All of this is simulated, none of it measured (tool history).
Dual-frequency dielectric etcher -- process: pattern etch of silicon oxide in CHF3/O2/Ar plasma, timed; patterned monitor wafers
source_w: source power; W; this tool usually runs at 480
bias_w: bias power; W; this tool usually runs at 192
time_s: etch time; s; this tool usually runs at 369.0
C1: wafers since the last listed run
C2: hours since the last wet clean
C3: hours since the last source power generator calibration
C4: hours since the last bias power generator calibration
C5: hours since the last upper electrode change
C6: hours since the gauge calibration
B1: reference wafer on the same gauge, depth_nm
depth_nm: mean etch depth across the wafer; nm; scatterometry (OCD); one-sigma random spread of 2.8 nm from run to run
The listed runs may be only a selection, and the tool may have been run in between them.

Run 1, day 0.000: usual settings but source_w 560 W; C1 0; C2 134.3; C3 2673.2; C4 1377.7; C5 5495.9; C6 125.2; B1 741.6. Result: depth_nm 744.3 nm.
Run 2, day 0.538: usual settings but source_w 560 W; C1 52; C2 147.2; C3 2686.1; C4 1390.6; C5 5508.8; C6 138.1; B1 741.4. Result: depth_nm 749.2 nm.
Run 3, day 1.229: usual settings but source_w 560 W; C1 67; C2 163.8; C3 2702.7; C4 1407.2; C5 5525.4; C6 154.7; B1 741.4. Result: depth_nm 749.0 nm.
Run 4, day 2.142: usual settings; C1 88; C2 185.7; C3 2724.6; C4 1429.1; C5 5547.3; C6 176.6; B1 740.5. Result: depth_nm 698.3 nm.
Run 5, day 2.821: usual settings but source_w 390 W, time_s 344.5 s; C1 65; C2 202.0; C3 2740.9; C4 1445.4; C5 5563.6; C6 192.9; B1 739.3. Result: depth_nm 600.6 nm.
Run 6, day 4.017: usual settings but source_w 390 W, time_s 344.5 s; C1 115; C2 230.7; C3 2769.6; C4 1474.1; C5 5592.3; C6 221.6; B1 739.2. Result: depth_nm 601.7 nm.
Run 7, day 4.662: usual settings; C1 62; C2 246.2; C3 2785.1; C4 1489.6; C5 5607.8; C6 237.1; B1 738.8. Result: depth_nm 703.9 nm.
Run 8, day 5.408: usual settings but bias_w 215 W, time_s 287.5 s; C1 72; C2 264.1; C3 2803.0; C4 1507.5; C5 5625.7; C6 255.0; B1 737.7. Result: depth_nm 567.3 nm.
Run 9, day 6.150: usual settings but source_w 550 W, bias_w 205 W; C1 71; C2 281.9; C3 2820.8; C4 1525.3; C5 5643.5; C6 272.8; B1 736.9. Result: depth_nm 750.7 nm.
Run 10, day 6.842: usual settings but source_w 550 W, bias_w 205 W; C1 67; C2 298.5; C3 2837.4; C4 1541.9; C5 5660.1; C6 289.4; B1 735.3. Result: depth_nm 750.8 nm.
At day 8.504: bias power generator calibrated.
Run 11, day 8.750: usual settings; C1 168; C2 344.3; C3 2883.2; C4 5.9; C5 5705.9; C6 335.2; B1 734.3. Result: depth_nm 693.0 nm.
Run 12, day 9.700: usual settings; C1 92; C2 367.1; C3 2906.0; C4 28.7; C5 5728.7; C6 358.0; B1 732.1. Result: depth_nm 690.5 nm.
At day 10.379: source power generator calibrated.
Run 13, day 10.704: usual settings; C1 81; C2 391.2; C3 7.8; C4 52.8; C5 5752.8; C6 382.1; B1 730.9. Result: depth_nm 692.7 nm.
At day 11.108: gauge calibrated.
Run 14, day 11.996: usual settings but source_w 530 W, bias_w 228 W, time_s 409.0 s; C1 125; C2 422.2; C3 38.8; C4 83.8; C5 5783.8; C6 21.3; B1 741.5. Result: depth_nm 852.1 nm.
Run 15, day 14.438: usual settings but bias_w 221 W, time_s 414.0 s; C1 236; C2 480.8; C3 97.4; C4 142.4; C5 5842.4; C6 79.9; B1 741.1. Result: depth_nm 828.4 nm.
At day 16.146: upper electrode replaced.
At day 16.671: wet clean of the chamber.
Run 16, day 16.692: usual settings but source_w 580 W, bias_w 165 W, time_s 400.5 s; C1 70; C2 0.5; C3 151.5; C4 196.5; C5 13.1; C6 134.0; B1 740.4. Result: depth_nm 781.7 nm.
Run 17, day 16.783: usual settings; C1 8; C2 2.7; C3 153.7; C4 198.7; C5 15.3; C6 136.2; B1 740.1. Result: depth_nm 702.7 nm.
Run 18, day 17.892: usual settings but source_w 560 W, bias_w 228 W; C1 107; C2 29.3; C3 180.3; C4 225.3; C5 41.9; C6 162.8; B1 739.5. Result: depth_nm 786.0 nm.
Run 19, day 18.850: usual settings but time_s 301.5 s; C1 92; C2 52.3; C3 203.3; C4 248.3; C5 64.9; C6 185.8; B1 738.8. Result: depth_nm 573.5 nm.
Run 20, day 19.742: usual settings; C1 86; C2 73.7; C3 224.7; C4 269.7; C5 86.3; C6 207.2; B1 737.5. Result: depth_nm 697.9 nm.
Run 21, day 20.254: usual settings but source_w 590 W; C1 49; C2 86.0; C3 237.0; C4 282.0; C5 98.6; C6 219.5; B1 736.7. Result: depth_nm 758.4 nm.
Run 22, day 21.017: usual settings but bias_w 237 W; C1 73; C2 104.3; C3 255.3; C4 300.3; C5 116.9; C6 237.8; B1 735.6. Result: depth_nm 745.6 nm.
Run 23, day 21.658: usual settings but bias_w 174 W; C1 62; C2 119.7; C3 270.7; C4 315.7; C5 132.3; C6 253.2; B1 737.1. Result: depth_nm 678.8 nm.
Run 24, day 23.125: usual settings but bias_w 150 W; C1 142; C2 154.9; C3 305.9; C4 350.9; C5 167.5; C6 288.4; B1 735.0. Result: depth_nm 648.7 nm.
Run 25, day 24.267: usual settings but source_w 420 W, bias_w 145 W; C1 110; C2 182.3; C3 333.3; C4 378.3; C5 194.9; C6 315.8; B1 732.7. Result: depth_nm 604.5 nm.
Run 26, day 24.767: usual settings but time_s 335.5 s; C1 48; C2 194.3; C3 345.3; C4 390.3; C5 206.9; C6 327.8; B1 732.9. Result: depth_nm 633.2 nm.
At day 24.850: gauge calibrated.
Run 27, day 25.804: usual settings but source_w 540 W; C1 100; C2 219.2; C3 370.2; C4 415.2; C5 231.8; C6 22.9; B1 742.6. Result: depth_nm 738.1 nm.

What if the next run were any one of these 3? Each begins from the tool's condition after run 27:
Run A, day 25.825: usual settings but time_s 405.5 s; C1 2; C2 219.7; C3 370.7; C4 415.7; C5 232.3; C6 23.4; B1 ?. Result: depth_nm ?.
Run B, day 25.825: usual settings but time_s 414.5 s; C1 2; C2 219.7; C3 370.7; C4 415.7; C5 232.3; C6 23.4; B1 ?. Result: depth_nm ?.
Run C, day 25.825: usual settings but source_w 550 W; C1 2; C2 219.7; C3 370.7; C4 415.7; C5 232.3; C6 23.4; B1 ?. Result: depth_nm ?.

run     B1  depth_nm
  A  742.2     779.9
  B  742.2     797.2
  C  742.2     749.7
Take away the tool's hidden state, keep each run's random variation, and the runs would have read:
run  depth_nm
  A     781.1
  B     798.4
  C     750.9
